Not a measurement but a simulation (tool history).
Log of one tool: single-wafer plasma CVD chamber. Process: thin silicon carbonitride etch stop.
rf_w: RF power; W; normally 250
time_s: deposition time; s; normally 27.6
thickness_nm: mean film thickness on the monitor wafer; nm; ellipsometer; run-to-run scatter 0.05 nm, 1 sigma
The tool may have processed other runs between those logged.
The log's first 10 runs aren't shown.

run    hour  rf_w  time_s  read-back reference wafer on the same gauge, thickness_nm  thickness_nm
 11   295.3   295      23                                                     20.115        15.049
 12   322.1   250    27.6                                                     20.117        17.114
 13   344.5   250    27.6                                                     20.079        17.063
      366.5  -- showerhead replaced
 14   375.4   225    27.6                                                     20.103        16.523
 15   392.2   285    23.8                                                     20.108          15.3
 16     408   295    24.1                                                     20.086        15.679
 17   420.2   250    27.6                                                     20.095        17.046
 18   434.8   215    31.8                                                     20.107        18.585
 19   456.5   270    30.9                                                     20.118        19.436
 20   482.5   225    25.4                                                     20.085        15.086
      510.2  -- gauge calibrated
 21   513.9   235    30.4                                                     20.118        18.252
 22   528.9   205    27.6                                                     20.106        15.857
 23   572.8   250    30.1                                                     20.099        18.474
 24   594.6   250    27.6                                                     20.086        16.944
 25   613.4   250    27.6                                                     20.108        16.892
 26   717.8   290    23.2                                                     20.105        14.833
      744.2  -- thermocouple changed; heater temperature recalibrated
 27   744.7   290    27.6                                                     20.119        17.618
 28   764.9   200    23.1                                                     20.097        13.102
 29   782.9   265    22.4                                                       20.1         13.95
 30   811.8   230    30.1                                                     20.097        17.951
 31   832.4   265    27.6                                                     20.097        17.135
 32   864.4   230      30                                                      20.11        17.821
 33   965.3   200    22.8                                                     20.086        12.915
 34  1000.7   250    27.6                                                     20.101        16.905
 35  1032.4   265    23.3                                                     20.105        14.455

Consider 4 possible next runs. They are alternatives, not a sequence: every one starts from the tool as it was left by run 35. What does each give?
  A  1032.8   250    32.6                                                          ?             ?
  B  1032.8   230    24.1                                                          ?             ?
  C  1032.8   235    24.3                                                          ?             ?
  D  1032.8   225    25.1                                                          ?             ?

run  read-back reference wafer on the same gauge, thickness_nm  thickness_nm
  A                                                     20.112        19.823
  B                                                     20.112        14.266
  C                                                     20.112        14.485
  D                                                     20.112        14.753
Without the tool's hidden state the same runs would have given:
run  thickness_nm
  A        20.197
  B        14.535
  C        14.758
  D        15.031
